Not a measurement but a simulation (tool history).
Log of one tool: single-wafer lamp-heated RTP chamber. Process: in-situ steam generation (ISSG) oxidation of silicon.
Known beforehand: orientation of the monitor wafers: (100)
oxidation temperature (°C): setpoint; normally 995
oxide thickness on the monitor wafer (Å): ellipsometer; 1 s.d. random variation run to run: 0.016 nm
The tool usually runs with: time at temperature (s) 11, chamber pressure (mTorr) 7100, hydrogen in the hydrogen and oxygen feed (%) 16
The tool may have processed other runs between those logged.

| run | day | oxidation temperature (°C) | time at temperature (s) | chamber pressure (mTorr) | hydrogen in the hydrogen and oxygen feed (%) | read-back reference wafer on the same gauge, thickness | oxide thickness on the monitor wafer (Å) |
|---|---|---|---|---|---|---|---|
| 1 | 0.000 | 995 | 14 | 7100 | 16 | 4.144 | 40.32 |
| 2 | 2.117 | 995 | 14 | 7100 | 16 | 4.137 | 40.02 |
|  | 3.771 | gauge calibrated |
| 3 | 4.679 | 995 | 14 | 7100 | 16 | 4.136 | 39.84 |
| 4 | 6.408 | 995 | 11 | 7100 | 16 | 4.142 | 36.09 |
| 5 | 7.775 | 995 | 11 | 7100 | 16 | 4.134 | 35.90 |
| 6 | 9.150 | 995 | 11 | 7100 | 16 | 4.140 | 36.09 |
| 7 | 11.217 | 995 | 11 | 7100 | 16 | 4.139 | 36.12 |
|  | 11.621 | pyrometer window cleaned and pyrometer calibrated |
|  | 11.896 | pressure gauge zeroed |
| 8 | 12.875 | 995 | 11 | 7100 | 11 | 4.141 | 33.21 |
|  | 14.288 | hydrogen flow controller replaced |
| 9 | 15.204 | 995 | 13 | 6900 | 16 | 4.141 | 39.87 |
|  | 16.438 | pyrometer window cleaned and pyrometer calibrated, repeated, since the last time left the tool worse |
| 10 | 18.204 | 1002 | 14 | 7100 | 16 | 4.145 | 40.66 |
| 11 | 20.671 | 995 | 11 | 6900 | 11 | 4.143 | 32.50 |
| 12 | 21.738 | 995 | 12 | 7100 | 16 | 4.142 | 37.10 |
|  | 22.388 | gauge calibrated |
| 13 | 24.212 | 995 | 12 | 6900 | 16 | 4.139 | 37.35 |
| 14 | 26.871 | 995 | 11 | 7100 | 16 | 4.138 | 35.91 |
| 15 | 29.117 | 995 | 11 | 7100 | 16 | 4.143 | 35.91 |
| 16 | 30.508 | 1004 | 11 | 7100 | 16 | 4.148 | 36.70 |

Consider 5 possible next runs. They are alternatives, not a sequence: every one starts from the tool as it was left by run 16. What does each give?
| A | 30.525 | 995 | 11 | 7100 | 16 | ? | ? |
| B | 30.525 | 1008 | 13 | 7100 | 16 | ? | ? |
| C | 30.525 | 985 | 11 | 7900 | 11 | ? | ? |
| D | 30.525 | 1007 | 11 | 7100 | 16 | ? | ? |
| E | 30.525 | 1009 | 15 | 6900 | 16 | ? | ? |

| run | read-back reference wafer on the same gauge, thickness | oxide thickness on the monitor wafer (Å) |
|---|---|---|
| A | 4.142 | 35.93 |
| B | 4.142 | 40.57 |
| C | 4.142 | 32.04 |
| D | 4.142 | 37.46 |
| E | 4.142 | 43.41 |
Take away the tool's hidden state, keep each run's random variation, and the runs would have read:
| run | oxide thickness on the monitor wafer (Å) |
|---|---|
| A | 35.34 |
| B | 39.79 |
| C | 31.55 |
| D | 36.79 |
| E | 42.54 |

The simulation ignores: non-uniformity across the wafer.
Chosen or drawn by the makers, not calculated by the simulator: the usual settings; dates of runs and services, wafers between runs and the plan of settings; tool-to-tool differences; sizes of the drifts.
